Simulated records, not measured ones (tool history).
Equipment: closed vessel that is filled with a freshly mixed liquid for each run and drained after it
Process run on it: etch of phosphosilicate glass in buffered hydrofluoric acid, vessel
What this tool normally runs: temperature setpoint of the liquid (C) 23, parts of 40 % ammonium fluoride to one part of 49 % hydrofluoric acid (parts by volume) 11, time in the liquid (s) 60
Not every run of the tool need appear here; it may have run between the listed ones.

run,day,temperature setpoint of the liquid (C),parts of 40 % ammonium fluoride to one part of 49 % hydrofluoric acid (parts by volume),time in the liquid (s),"read-back film thickness of the phosphosilicate glass reference wafer, read on the same gauge (nm)",thickness taken off the phosphosilicate glass on a monitor wafer (angstrom)
1,0,23,11,60,79.99,2144.2
2,0.558,23,11,60,80.02,2139.3
3,1.154,23,11,60,80,2152.7
4,1.746,23,8.5,60,80.02,2703.1
5,2.233,23,8.5,60,80.02,2726.1
6,3.542,23,12,60,80.01,1990.5
7,3.858,23,12,60,80,1977.2
8,4.417,23,11,60,80,2163.8
9,4.725,23,11,60,79.99,2160.6
10,5.404,23,11,60,79.99,2161.2
11,5.979,26.5,11,60,80,2602.2
# day 6.017: gauge calibrated
12,6.617,26.5,11,60,79.99,2611
# day 6.742: thermometer replaced
13,7.325,23,11,60,79.99,2174.9
14,7.604,26.5,14,40,79.97,1396.2
15,8.092,26.5,9.5,75,80.01,3690.4
16,8.567,23,15,90,80.03,2425.6
17,8.858,24.5,12.5,45,80.01,1587.6
18,9.404,23,8,60,80,2966.8
# day 9.625: hydrofluoric acid flow meter replaced
19,9.921,23,8.5,60,79.99,2459.1
20,10.517,23,11,60,79.97,1975.3
21,11.258,23,11,40,80,1322.3
22,11.775,23,8.5,80,79.98,3315.1
23,12.525,18,7.5,60,79.99,2157.9
24,13.117,18,9.5,30,80.01,854.8

Consider 5 possible next runs. They are alternatives, not a sequence: every one starts from the tool as it was left by run 24. What does each give?
A,13.146,23,11,35,?,?
B,13.146,23,9.5,60,?,?
C,13.146,23,14,60,?,?
D,13.146,28,11,60,?,?
E,13.146,18.5,7,60,?,?

run,"read-back film thickness of the phosphosilicate glass reference wafer, read on the same gauge (nm)",thickness taken off the phosphosilicate glass on a monitor wafer (angstrom)
A,79.97,1168
B,79.97,2255.5
C,79.97,1581.6
D,79.97,2623
E,79.97,2394.4
With the hidden condition removed and each run's random variation left untouched, the same runs would have given:
run,thickness taken off the phosphosilicate glass on a monitor wafer (angstrom)
A,1148.2
B,2230.7
C,1554.6
D,2578.6
E,2358.4
